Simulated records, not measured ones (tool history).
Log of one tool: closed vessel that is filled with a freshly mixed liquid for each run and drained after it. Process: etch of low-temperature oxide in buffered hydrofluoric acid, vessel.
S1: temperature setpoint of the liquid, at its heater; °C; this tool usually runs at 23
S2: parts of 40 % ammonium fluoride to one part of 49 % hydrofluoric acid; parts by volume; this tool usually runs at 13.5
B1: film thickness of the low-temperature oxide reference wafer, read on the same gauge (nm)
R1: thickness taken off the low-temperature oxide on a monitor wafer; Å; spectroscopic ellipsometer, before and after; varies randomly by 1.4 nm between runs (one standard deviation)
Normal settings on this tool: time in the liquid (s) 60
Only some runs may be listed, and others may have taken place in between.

{"run": 1, "day": 0.0, "S1": 23, "S2": 13.5, "time in the liquid (s)": 60, "B1": 70, "R1": 2657.9}
{"run": 2, "day": 2.808, "S1": 23, "S2": 13.5, "time in the liquid (s)": 60, "B1": 70.03, "R1": 2664.9}
{"run": 3, "day": 6.225, "S1": 23, "S2": 13.5, "time in the liquid (s)": 60, "B1": 69.99, "R1": 2678.6}
{"run": 4, "day": 8.888, "S1": 23, "S2": 13.5, "time in the liquid (s)": 60, "B1": 70, "R1": 2675.4}
{"run": 5, "day": 12.95, "S1": 23, "S2": 13.5, "time in the liquid (s)": 60, "B1": 69.99, "R1": 2708.5}
{"run": 6, "day": 14.475, "S1": 23, "S2": 13.5, "time in the liquid (s)": 60, "B1": 69.99, "R1": 2694}
{"run": 7, "day": 17.688, "S1": 23, "S2": 13.5, "time in the liquid (s)": 60, "B1": 69.99, "R1": 2706.3}
{"run": 8, "day": 20.079, "S1": 22, "S2": 11, "time in the liquid (s)": 60, "B1": 70, "R1": 3141.6}
{"run": 9, "day": 22.683, "S1": 22, "S2": 11, "time in the liquid (s)": 60, "B1": 69.98, "R1": 3136.1}
{"run": 10, "day": 27.042, "S1": 23, "S2": 13.5, "time in the liquid (s)": 60, "B1": 70.02, "R1": 2695.9}
{"run": 11, "day": 28.546, "S1": 23, "S2": 13.5, "time in the liquid (s)": 60, "B1": 69.98, "R1": 2723.6}
{"run": 12, "day": 30.408, "S1": 23, "S2": 13.5, "time in the liquid (s)": 60, "B1": 70.01, "R1": 2706.3}
{"run": 13, "day": 32.596, "S1": 27, "S2": 10, "time in the liquid (s)": 40, "B1": 70.01, "R1": 3017.4}
{"run": 14, "day": 35.367, "S1": 19, "S2": 16.5, "time in the liquid (s)": 75, "B1": 70.01, "R1": 2236.9}
{"run": 15, "day": 39.208, "S1": 23, "S2": 13.5, "time in the liquid (s)": 60, "B1": 69.98, "R1": 2729.2}
{"run": 16, "day": 43.7, "S1": 23, "S2": 13.5, "time in the liquid (s)": 60, "B1": 69.99, "R1": 2731.9}
{"run": 17, "day": 45.296, "S1": 19.5, "S2": 9.5, "time in the liquid (s)": 40, "B1": 69.99, "R1": 2069.3}
{"day": 46.15, "done": "gauge calibrated"}
{"run": 18, "day": 47.654, "S1": 23, "S2": 19, "time in the liquid (s)": 60, "B1": 69.99, "R1": 1973.8}
{"run": 19, "day": 49.217, "S1": 18.5, "S2": 19, "time in the liquid (s)": 70, "B1": 70, "R1": 1777.4}
{"run": 20, "day": 51.546, "S1": 23, "S2": 16, "time in the liquid (s)": 35, "B1": 69.97, "R1": 1362.1}
{"day": 51.946, "done": "hydrofluoric acid flow meter replaced"}
{"day": 52.117, "done": "thermometer replaced"}
{"run": 21, "day": 53.546, "S1": 23, "S2": 13.5, "time in the liquid (s)": 60, "B1": 70.03, "R1": 2683.2}
{"run": 22, "day": 57.142, "S1": 18.5, "S2": 17, "time in the liquid (s)": 60, "B1": 69.99, "R1": 1647.6}
{"run": 23, "day": 61.029, "S1": 23, "S2": 13.5, "time in the liquid (s)": 60, "B1": 70.03, "R1": 2702.8}
{"run": 24, "day": 62.704, "S1": 26.5, "S2": 16.5, "time in the liquid (s)": 35, "B1": 69.99, "R1": 1567.3}
{"run": 25, "day": 66.888, "S1": 23, "S2": 16, "time in the liquid (s)": 35, "B1": 69.99, "R1": 1339.8}

Here are 4 independent what-if runs from the current tool condition. What would each one return?
{"run": "A", "day": 66.917, "S1": 23, "S2": 13.5, "time in the liquid (s)": 60, "B1": "?", "R1": "?"}
{"run": "B", "day": 66.917, "S1": 23, "S2": 13.5, "time in the liquid (s)": 90, "B1": "?", "R1": "?"}
{"run": "C", "day": 66.917, "S1": 19.5, "S2": 19, "time in the liquid (s)": 60, "B1": "?", "R1": "?"}
{"run": "D", "day": 66.917, "S1": 25.5, "S2": 18, "time in the liquid (s)": 60, "B1": "?", "R1": "?"}

run=A B1=69.98 R1=2706.6
run=B B1=69.98 R1=4059.9
run=C B1=69.98 R1=1591.4
run=D B1=69.98 R1=2338
With no hidden state in the tool, these same runs would have given:
run=A R1=2671.4
run=B R1=4007.1
run=C R1=1570.5
run=D R1=2307.5
